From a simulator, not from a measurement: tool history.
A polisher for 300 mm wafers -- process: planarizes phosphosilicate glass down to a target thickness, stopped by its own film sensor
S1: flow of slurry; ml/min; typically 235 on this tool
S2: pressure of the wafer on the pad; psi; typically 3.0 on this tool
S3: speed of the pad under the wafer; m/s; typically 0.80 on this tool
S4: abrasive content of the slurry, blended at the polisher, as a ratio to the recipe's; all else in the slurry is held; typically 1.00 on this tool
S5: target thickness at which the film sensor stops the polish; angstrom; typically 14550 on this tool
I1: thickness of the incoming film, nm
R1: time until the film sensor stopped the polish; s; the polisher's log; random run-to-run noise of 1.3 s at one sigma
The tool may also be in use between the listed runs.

| run | day | S1 | S2 | S3 | S4 | S5 | I1 | R1 |
|---|---|---|---|---|---|---|---|---|
| 1 | 0.000 | 235 | 3.0 | 0.98 | 1.00 | 16460 | 2166.4 | 69.8 |
| 2 | 0.354 | 235 | 3.0 | 0.80 | 1.00 | 13800 | 2199.8 | 127.9 |
| 3 | 1.042 | 235 | 3.0 | 0.80 | 1.00 | 13800 | 2168.3 | 122.4 |
| 4 | 1.692 | 235 | 3.0 | 0.80 | 1.00 | 13800 | 2189.0 | 127.5 |
| 5 | 2.088 | 190 | 3.0 | 0.80 | 1.00 | 14550 | 2130.8 | 109.7 |
| 6 | 2.392 | 190 | 3.0 | 0.80 | 1.00 | 14550 | 2154.0 | 114.2 |
| 7 | 2.862 | 235 | 3.0 | 0.80 | 1.00 | 14550 | 2182.0 | 113.8 |
| 8 | 3.504 | 235 | 3.0 | 0.80 | 1.00 | 14550 | 2105.5 | 102.6 |
| 9 | 3.838 | 235 | 3.0 | 0.80 | 1.00 | 14550 | 2128.5 | 104.4 |
| 10 | 4.429 | 235 | 2.7 | 0.80 | 1.00 | 15520 | 2127.6 | 99.6 |
|  | 5.292 | worn pad replaced by a new one |
| 11 | 5.312 | 235 | 2.7 | 0.80 | 1.00 | 15520 | 2141.9 | 104.7 |
| 12 | 5.454 | 235 | 2.7 | 0.80 | 1.00 | 15520 | 2137.7 | 104.3 |
| 13 | 6.079 | 235 | 2.6 | 0.80 | 1.00 | 14550 | 2156.2 | 125.4 |
|  | 6.608 | conditioning disc replaced and pad reconditioned |
| 14 | 6.754 | 235 | 3.0 | 0.80 | 1.00 | 14550 | 2123.5 | 106.2 |
|  | 6.950 | slurry nozzle cleaned |
| 15 | 7.500 | 235 | 2.1 | 0.80 | 1.00 | 14550 | 2161.1 | 161.1 |
|  | 7.983 | slurry blender recalibrated |
| 16 | 8.104 | 235 | 2.6 | 0.80 | 1.00 | 13220 | 2128.7 | 146.7 |
| 17 | 8.767 | 170 | 3.0 | 0.80 | 1.00 | 14550 | 2165.6 | 119.0 |
|  | 9.408 | head pressure recalibrated |
| 18 | 9.488 | 265 | 3.7 | 0.58 | 1.30 | 14550 | 2131.3 | 101.7 |
| 19 | 9.858 | 235 | 3.7 | 0.54 | 1.25 | 12390 | 2160.7 | 147.0 |
| 20 | 10.167 | 235 | 3.0 | 0.80 | 1.20 | 16320 | 2164.5 | 77.7 |
| 21 | 10.546 | 235 | 3.0 | 0.80 | 1.00 | 14550 | 2132.4 | 109.5 |
| 22 | 10.983 | 235 | 3.0 | 0.80 | 1.00 | 14550 | 2137.2 | 107.9 |
| 23 | 11.333 | 235 | 3.9 | 0.80 | 1.00 | 14550 | 2151.7 | 83.4 |
|  | 11.638 | worn pad replaced by a new one |
| 24 | 12.025 | 235 | 3.0 | 0.80 | 1.00 | 13670 | 2136.2 | 119.5 |
| 25 | 12.392 | 235 | 2.4 | 0.80 | 0.85 | 13590 | 2135.6 | 162.4 |

Below are 4 alternative next runs, each starting from the tool's condition after run 25. Predict each:
| A | 12.412 | 235 | 3.0 | 0.80 | 1.00 | 15990 | 2145.6 | ? |
| B | 12.412 | 235 | 3.0 | 0.80 | 1.00 | 16160 | 2145.6 | ? |
| C | 12.412 | 270 | 3.8 | 0.80 | 0.80 | 14550 | 2145.6 | ? |
| D | 12.412 | 305 | 3.0 | 0.80 | 1.00 | 14550 | 2145.6 | ? |

| run | R1 |
|---|---|
| A | 86.1 |
| B | 83.4 |
| C | 91.6 |
| D | 105.8 |
With the hidden condition removed and each run's random variation left untouched, the same runs would have given:
| run | R1 |
|---|---|
| A | 86.1 |
| B | 83.4 |
| C | 91.6 |
| D | 105.8 |

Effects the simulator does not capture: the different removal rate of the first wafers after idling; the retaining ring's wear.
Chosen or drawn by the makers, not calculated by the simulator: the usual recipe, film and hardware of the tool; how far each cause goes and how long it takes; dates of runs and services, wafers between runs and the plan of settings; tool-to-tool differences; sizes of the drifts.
